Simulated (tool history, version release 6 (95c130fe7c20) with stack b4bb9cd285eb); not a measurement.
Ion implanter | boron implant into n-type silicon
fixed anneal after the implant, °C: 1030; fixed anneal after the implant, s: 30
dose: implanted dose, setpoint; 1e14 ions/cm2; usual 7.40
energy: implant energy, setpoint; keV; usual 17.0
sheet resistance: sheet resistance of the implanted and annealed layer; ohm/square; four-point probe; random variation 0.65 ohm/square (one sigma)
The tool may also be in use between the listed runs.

run,hour,dose,energy,"read-back reference wafer on the same gauge, sheet resistance",sheet resistance
1,0.0,9.09,17.0,153.09,127.47
2,13.3,9.09,17.0,153.01,127.25
3,50.0,6.05,17.0,152.95,182.19
4,56.6,7.40,14.5,153.10,154.73
5,64.3,7.40,14.5,153.11,155.13
6,73.4,7.40,14.5,153.09,154.31
7,84.9,8.30,17.0,153.06,138.05
8,96.4,7.40,17.0,153.13,152.60
9,108.2,7.40,17.0,153.02,151.48
10,117.4,7.40,17.0,153.09,152.57
11,129.0,7.40,17.0,153.03,152.56
12,137.1,7.40,17.0,152.82,151.80
13,154.8,7.40,17.0,153.12,152.50
14,164.8,5.65,20.0,152.95,188.39
15,179.4,5.65,20.0,153.12,189.43
16,193.1,7.40,17.0,153.03,151.29
17,202.7,7.40,17.0,153.06,150.75
18,217.9,7.40,17.0,152.97,152.14
19,229.0,5.57,23.0,152.91,188.79
20,238.6,8.74,19.5,153.20,130.62
21,253.7,6.49,14.5,153.06,175.17
22,261.9,7.96,11.5,153.00,147.58
23,269.2,9.53,20.0,152.84,120.62
24,280.4,7.40,17.0,152.90,152.20
25,292.9,6.55,21.0,153.04,165.40
26,308.0,7.40,17.0,153.05,151.30
27,325.8,6.28,12.0,153.02,181.27
28,332.4,9.06,11.5,152.85,133.67
29,347.2,9.27,21.5,153.16,121.84
30,361.7,7.40,17.0,152.97,152.90
31,373.4,7.40,17.0,153.08,152.43
32,381.4,9.15,12.5,152.97,131.24
33,390.2,7.40,17.0,153.16,152.41
34,402.4,7.40,14.5,153.12,155.23
35,413.5,8.43,11.5,153.18,139.91
36,425.4,7.40,17.0,152.97,151.85
37,432.5,7.40,12.5,152.93,155.86

Taken out of this log: 3 entries between the listed runs. Where each belongs, and how the hidden state differs across it:
Between runs 14 and 15: gauge calibrated (hour 169.1)
  no hidden state differs between the two runs
Between runs 20 and 21: extraction supply calibrated (hour 252.8)
  no hidden state differs between the two runs
Between runs 24 and 25: Faraday cup replaced and dose calibrated (hour 289.9)
  no hidden state differs between the two runs
